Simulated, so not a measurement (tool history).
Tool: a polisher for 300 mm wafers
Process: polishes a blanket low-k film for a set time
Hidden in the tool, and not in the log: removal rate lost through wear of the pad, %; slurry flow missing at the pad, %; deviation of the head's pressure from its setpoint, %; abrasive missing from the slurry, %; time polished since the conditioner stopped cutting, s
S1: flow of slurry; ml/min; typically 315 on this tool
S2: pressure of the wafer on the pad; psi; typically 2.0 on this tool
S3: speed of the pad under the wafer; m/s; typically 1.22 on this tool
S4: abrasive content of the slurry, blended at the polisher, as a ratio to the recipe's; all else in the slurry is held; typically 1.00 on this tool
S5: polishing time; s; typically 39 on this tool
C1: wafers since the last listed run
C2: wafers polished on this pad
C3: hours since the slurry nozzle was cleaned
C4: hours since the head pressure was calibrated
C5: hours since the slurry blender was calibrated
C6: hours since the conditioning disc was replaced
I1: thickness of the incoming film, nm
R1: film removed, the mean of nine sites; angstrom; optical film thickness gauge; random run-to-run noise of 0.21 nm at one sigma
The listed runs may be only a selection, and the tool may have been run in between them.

run	hour	S1	S2	S3	S4	S5	C1	C2	C3	C4	C5	C6	I1	R1
1	0.0	315	2.0	1.22	1.00	39	0	335	430.1	224.3	269.6	221.8	726.7	151
2	23.8	315	2.0	1.22	1.00	39	203	538	453.9	248.1	293.4	245.6	735.7	150
# hour 28.0: slurry nozzle cleaned
3	53.3	315	2.0	1.34	1.00	39	243	782	25.3	277.6	322.9	275.1	734.3	161
4	66.5	315	2.0	1.22	1.00	26	112	895	38.5	290.8	336.1	288.3	731.7	102
5	90.2	405	2.0	1.22	1.00	39	202	1097	62.2	314.5	359.8	312.0	746.6	151
6	108.1	315	2.0	1.22	1.00	28	152	1250	80.1	332.4	377.7	329.9	737.4	108
# hour 117.4: conditioning disc replaced and pad reconditioned
7	131.6	315	2.0	1.22	1.00	39	183	1434	103.6	355.9	401.2	14.2	749.0	146
8	163.6	235	1.4	1.22	0.90	27	273	1708	135.6	387.9	433.2	46.2	739.2	63
9	198.0	315	2.0	0.98	1.00	29	294	2002	170.0	422.3	467.6	80.6	746.3	98
10	217.5	315	2.0	1.22	1.00	39	166	2168	189.5	441.8	487.1	100.1	733.3	146
# hour 239.6: slurry blender recalibrated
# hour 241.4: worn pad replaced by a new one
11	252.2	345	2.0	1.22	1.00	39	264	92	224.2	476.5	12.6	134.8	747.0	164
12	285.0	315	2.0	1.22	1.00	39	280	372	257.0	509.3	45.4	167.6	739.9	162
13	301.8	315	1.5	0.84	0.85	43	143	516	273.8	526.1	62.2	184.4	748.6	95
14	324.2	410	1.6	0.82	0.70	39	191	707	296.2	548.5	84.6	206.8	742.6	74
15	342.8	315	2.0	1.40	1.00	47	158	866	314.8	567.1	103.2	225.4	741.0	210
16	356.1	405	2.7	1.34	1.00	39	113	980	328.1	580.4	116.5	238.7	746.7	230
17	376.1	315	2.0	1.22	1.00	39	170	1151	348.1	600.4	136.5	258.7	755.1	162
# hour 383.3: slurry nozzle cleaned
18	425.0	315	1.5	1.36	1.30	47	409	1560	41.7	649.3	185.4	307.6	738.9	178
# hour 485.7: conditioning disc replaced and pad reconditioned
19	497.3	315	1.7	1.22	1.00	34	600	2161	114.0	721.6	257.7	11.6	728.7	117
# hour 505.8: worn pad replaced by a new one
20	528.8	315	2.0	0.98	1.00	39	235	196	145.5	753.1	289.2	43.1	744.8	143

The next listed run, before its measurement:
21	541.2	315	1.8	1.22	1.00	49	105	302	157.9	765.5	301.6	55.5	741.5	?

{"run 21": {"R1": 177}}
Without the tool's hidden state the same run would have given R1 187 angstrom.
